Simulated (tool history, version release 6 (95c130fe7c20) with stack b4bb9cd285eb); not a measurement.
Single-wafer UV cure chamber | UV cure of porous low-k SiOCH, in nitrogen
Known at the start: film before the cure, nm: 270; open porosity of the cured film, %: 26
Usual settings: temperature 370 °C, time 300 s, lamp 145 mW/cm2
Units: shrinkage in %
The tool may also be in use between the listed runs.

run    hour  temperature  time  lamp  shrinkage
  1       0          370   300   145     15.312
  2   172.3          370   300   145     15.109
      187.5  -- quartz window cleaned
  3   200.3          370   300   145     15.972
  4     243          370   430   145     17.724
  5   436.2          382   300   145     15.624
      491.7  -- quartz window cleaned
  6   504.9          382   300   145     16.537
  7     557          382   300   145     15.694
      596.6  -- UV bulbs replaced
  8   597.1          370   300   145      15.35
  9   622.1          370   300   145     15.349
 10   649.7          370   300   145     15.082
 11   690.2          376   300   145     15.404
 12   720.4          376   300   145     15.149
        784  -- quartz window cleaned
 13   787.7          370   300   145     16.096
 14   834.8          370   170   145     13.065
 15   876.2          370   375   145     16.979
 16   942.4          370   300   145       15.5
 17   989.8          370   175   145     12.344
     1011.9  -- quartz window cleaned
 18  1022.8          370   300   145     16.219
 19  1083.6          370   450   145     18.159
 20  1118.7          377   460   111     16.484
 21  1166.6          354   300   173     15.747
 22  1213.1          370   210   110     12.239
     1258.4  -- quartz window cleaned
 23  1268.7          387   300   145     16.642
 24  1325.2          358   300   124     14.396

Hidden state or all else? Some run-to-run changes of shrinkage, split into what the settings, what came in and random variation would give without the hidden state, and what is left for the hidden state (with any gauge scatter that isn't in both results):
The hidden state here: lamp output below its setpoint, %; transmission lost against a clean window, %.
Run 2 -> 3: quartz window cleaned. shrinkage +0.863 %: hidden state +1.107, all else -0.244.
Run 12 -> 13: temperature 376 -> 370, quartz window cleaned. shrinkage +0.947 %: hidden state +1.318, all else -0.371.
Run 14 -> 15: time 170 -> 375. shrinkage +3.914 %: hidden state -0.302, all else +4.216.
Run 22 -> 23: temperature 370 -> 387, time 210 -> 300, lamp 110 -> 145, quartz window cleaned. shrinkage +4.403 %: hidden state +0.916, all else +3.487.

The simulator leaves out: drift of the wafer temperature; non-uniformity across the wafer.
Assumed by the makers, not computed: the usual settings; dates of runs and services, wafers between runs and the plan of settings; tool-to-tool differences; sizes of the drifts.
